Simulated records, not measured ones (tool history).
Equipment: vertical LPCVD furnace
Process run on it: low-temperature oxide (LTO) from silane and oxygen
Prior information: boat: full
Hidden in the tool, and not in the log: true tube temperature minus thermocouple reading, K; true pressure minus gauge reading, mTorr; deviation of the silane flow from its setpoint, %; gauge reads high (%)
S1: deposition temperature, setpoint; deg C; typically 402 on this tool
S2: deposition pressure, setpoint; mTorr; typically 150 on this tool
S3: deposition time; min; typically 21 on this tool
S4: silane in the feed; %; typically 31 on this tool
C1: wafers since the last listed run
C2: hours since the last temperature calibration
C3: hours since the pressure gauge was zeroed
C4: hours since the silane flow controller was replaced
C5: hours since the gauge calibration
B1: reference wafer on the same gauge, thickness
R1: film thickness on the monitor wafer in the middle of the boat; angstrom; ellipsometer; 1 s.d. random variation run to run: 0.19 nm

{"run": 1, "hour": 0.0, "S1": 402, "S2": 150, "S3": 21, "S4": 31, "C1": 0, "C2": 1136.5, "C3": 2889.4, "C4": 6779.2, "C5": 165, "B1": 103.83, "R1": 904.6}
{"run": 2, "hour": 21.2, "S1": 402, "S2": 150, "S3": 21, "S4": 31, "C1": 405, "C2": 1157.7, "C3": 2910.6, "C4": 6800.4, "C5": 186.2, "B1": 103.72, "R1": 900.7}
{"run": 3, "hour": 34.7, "S1": 402, "S2": 150, "S3": 21, "S4": 31, "C1": 258, "C2": 1171.2, "C3": 2924.1, "C4": 6813.9, "C5": 199.7, "B1": 103.78, "R1": 906.9}
{"run": 4, "hour": 63.9, "S1": 402, "S2": 150, "S3": 21, "S4": 31, "C1": 558, "C2": 1200.4, "C3": 2953.3, "C4": 6843.1, "C5": 228.9, "B1": 103.84, "R1": 905.2}
{"run": 5, "hour": 94.3, "S1": 402, "S2": 150, "S3": 21, "S4": 31, "C1": 581, "C2": 1230.8, "C3": 2983.7, "C4": 6873.5, "C5": 259.3, "B1": 103.73, "R1": 905.1}
{"run": 6, "hour": 107.8, "S1": 402, "S2": 150, "S3": 21, "S4": 31, "C1": 258, "C2": 1244.3, "C3": 2997.2, "C4": 6887, "C5": 272.8, "B1": 103.84, "R1": 905.5}
{"run": 7, "hour": 136.8, "S1": 402, "S2": 150, "S3": 21, "S4": 31, "C1": 554, "C2": 1273.3, "C3": 3026.2, "C4": 6916, "C5": 301.8, "B1": 103.82, "R1": 909.2}
{"run": 8, "hour": 165.6, "S1": 402, "S2": 150, "S3": 21, "S4": 31, "C1": 550, "C2": 1302.1, "C3": 3055, "C4": 6944.8, "C5": 330.6, "B1": 103.9, "R1": 907.5}
{"run": 9, "hour": 178.6, "S1": 402, "S2": 150, "S3": 21, "S4": 31, "C1": 248, "C2": 1315.1, "C3": 3068, "C4": 6957.8, "C5": 343.6, "B1": 103.82, "R1": 909.8}
{"run": 10, "hour": 209.6, "S1": 402, "S2": 150, "S3": 21, "S4": 31, "C1": 592, "C2": 1346.1, "C3": 3099, "C4": 6988.8, "C5": 374.6, "B1": 103.79, "R1": 909.6}
{"run": 11, "hour": 238.3, "S1": 406, "S2": 150, "S3": 21, "S4": 31, "C1": 549, "C2": 1374.8, "C3": 3127.7, "C4": 7017.5, "C5": 403.3, "B1": 103.8, "R1": 952.6}
{"hour": 246.4, "done": "gauge calibrated"}
{"run": 12, "hour": 260.4, "S1": 406, "S2": 150, "S3": 21, "S4": 31, "C1": 422, "C2": 1396.9, "C3": 3149.8, "C4": 7039.6, "C5": 14, "B1": 103.77, "R1": 954.5}
{"hour": 294.8, "done": "silane flow controller replaced"}
{"run": 13, "hour": 295.3, "S1": 402, "S2": 150, "S3": 21, "S4": 31, "C1": 208, "C2": 1431.8, "C3": 3184.7, "C4": 0.5, "C5": 48.9, "B1": 103.76, "R1": 910.3}
{"run": 14, "hour": 300.7, "S1": 402, "S2": 150, "S3": 21, "S4": 31, "C1": 103, "C2": 1437.2, "C3": 3190.1, "C4": 5.9, "C5": 54.3, "B1": 103.81, "R1": 915.4}
{"run": 15, "hour": 331.7, "S1": 402, "S2": 150, "S3": 21, "S4": 31, "C1": 592, "C2": 1468.2, "C3": 3221.1, "C4": 36.9, "C5": 85.3, "B1": 103.74, "R1": 911.3}
{"run": 16, "hour": 358.0, "S1": 398, "S2": 150, "S3": 28.5, "S4": 29, "C1": 503, "C2": 1494.5, "C3": 3247.4, "C4": 63.2, "C5": 111.6, "B1": 103.82, "R1": 1068.7}
{"run": 17, "hour": 374.1, "S1": 402, "S2": 150, "S3": 23.5, "S4": 31, "C1": 307, "C2": 1510.6, "C3": 3263.5, "C4": 79.3, "C5": 127.7, "B1": 103.85, "R1": 1026.3}
{"run": 18, "hour": 391.4, "S1": 402, "S2": 150, "S3": 14, "S4": 31, "C1": 330, "C2": 1527.9, "C3": 3280.8, "C4": 96.6, "C5": 145, "B1": 103.82, "R1": 608.9}
{"run": 19, "hour": 423.8, "S1": 392, "S2": 175, "S3": 21, "S4": 33, "C1": 619, "C2": 1560.3, "C3": 3313.2, "C4": 129, "C5": 177.4, "B1": 103.77, "R1": 1037.1}
{"hour": 452.8, "done": "thermocouples replaced and temperature profile calibrated"}
{"run": 20, "hour": 462.5, "S1": 402, "S2": 150, "S3": 21, "S4": 31, "C1": 281, "C2": 9.7, "C3": 3351.9, "C4": 167.7, "C5": 216.1, "B1": 103.88, "R1": 947.6}
{"run": 21, "hour": 487.0, "S1": 402, "S2": 135, "S3": 21, "S4": 31, "C1": 468, "C2": 34.2, "C3": 3376.4, "C4": 192.2, "C5": 240.6, "B1": 103.76, "R1": 848.2}
{"run": 22, "hour": 521.4, "S1": 402, "S2": 150, "S3": 21, "S4": 31, "C1": 658, "C2": 68.6, "C3": 3410.8, "C4": 226.6, "C5": 275, "B1": 103.72, "R1": 941.7}
{"run": 23, "hour": 539.4, "S1": 402, "S2": 150, "S3": 21, "S4": 31, "C1": 344, "C2": 86.6, "C3": 3428.8, "C4": 244.6, "C5": 293, "B1": 103.78, "R1": 941.1}
{"hour": 586.7, "done": "thermocouples replaced and temperature profile calibrated, repeated, since the last time left the tool worse"}
{"hour": 590.5, "done": "pressure gauge zeroed"}
{"run": 24, "hour": 591.0, "S1": 402, "S2": 150, "S3": 21, "S4": 31, "C1": 455, "C2": 4.3, "C3": 0.5, "C4": 296.2, "C5": 344.6, "B1": 103.77, "R1": 894.2}
{"run": 25, "hour": 594.2, "S1": 407, "S2": 150, "S3": 15, "S4": 31, "C1": 61, "C2": 7.5, "C3": 3.7, "C4": 299.4, "C5": 347.8, "B1": 103.87, "R1": 673.4}
{"run": 26, "hour": 611.0, "S1": 411, "S2": 125, "S3": 21, "S4": 37, "C1": 321, "C2": 24.3, "C3": 20.5, "C4": 316.2, "C5": 364.6, "B1": 103.8, "R1": 1044}
{"run": 27, "hour": 625.7, "S1": 402, "S2": 130, "S3": 28.5, "S4": 31, "C1": 281, "C2": 39, "C3": 35.2, "C4": 330.9, "C5": 379.3, "B1": 103.8, "R1": 1050.5}
{"run": 28, "hour": 658.7, "S1": 402, "S2": 165, "S3": 21, "S4": 31, "C1": 631, "C2": 72, "C3": 68.2, "C4": 363.9, "C5": 412.3, "B1": 103.83, "R1": 980.1}
{"run": 29, "hour": 744.4, "S1": 402, "S2": 150, "S3": 24.5, "S4": 31, "C1": 1639, "C2": 157.7, "C3": 153.9, "C4": 449.6, "C5": 498, "B1": 103.83, "R1": 1045.1}

Below are 5 alternative next runs, each starting from the tool's condition after run 29. Predict each:
{"run": "A", "hour": 747.6, "S1": 402, "S2": 150, "S3": 21, "S4": 31, "C1": 61, "C2": 160.9, "C3": 157.1, "C4": 452.8, "C5": 501.2, "B1": "?", "R1": "?"}
{"run": "B", "hour": 747.6, "S1": 402, "S2": 150, "S3": 26.5, "S4": 31, "C1": 61, "C2": 160.9, "C3": 157.1, "C4": 452.8, "C5": 501.2, "B1": "?", "R1": "?"}
{"run": "C", "hour": 747.6, "S1": 402, "S2": 150, "S3": 21, "S4": 28, "C1": 61, "C2": 160.9, "C3": 157.1, "C4": 452.8, "C5": 501.2, "B1": "?", "R1": "?"}
{"run": "D", "hour": 747.6, "S1": 391, "S2": 150, "S3": 24.5, "S4": 36, "C1": 61, "C2": 160.9, "C3": 157.1, "C4": 452.8, "C5": 501.2, "B1": "?", "R1": "?"}
{"run": "E", "hour": 747.6, "S1": 413, "S2": 150, "S3": 21, "S4": 31, "C1": 61, "C2": 160.9, "C3": 157.1, "C4": 452.8, "C5": 501.2, "B1": "?", "R1": "?"}

run=A B1=103.78 R1=893.2
run=B B1=103.78 R1=1127.1
run=C B1=103.78 R1=769.2
run=D B1=103.78 R1=1126.7
run=E B1=103.78 R1=1013.3
The same runs, with their run-to-run variation unchanged, on a tool lacking any hidden condition would have given:
run=A R1=890.3
run=B R1=1123.5
run=C R1=766.6
run=D R1=1123
run=E R1=1010.1

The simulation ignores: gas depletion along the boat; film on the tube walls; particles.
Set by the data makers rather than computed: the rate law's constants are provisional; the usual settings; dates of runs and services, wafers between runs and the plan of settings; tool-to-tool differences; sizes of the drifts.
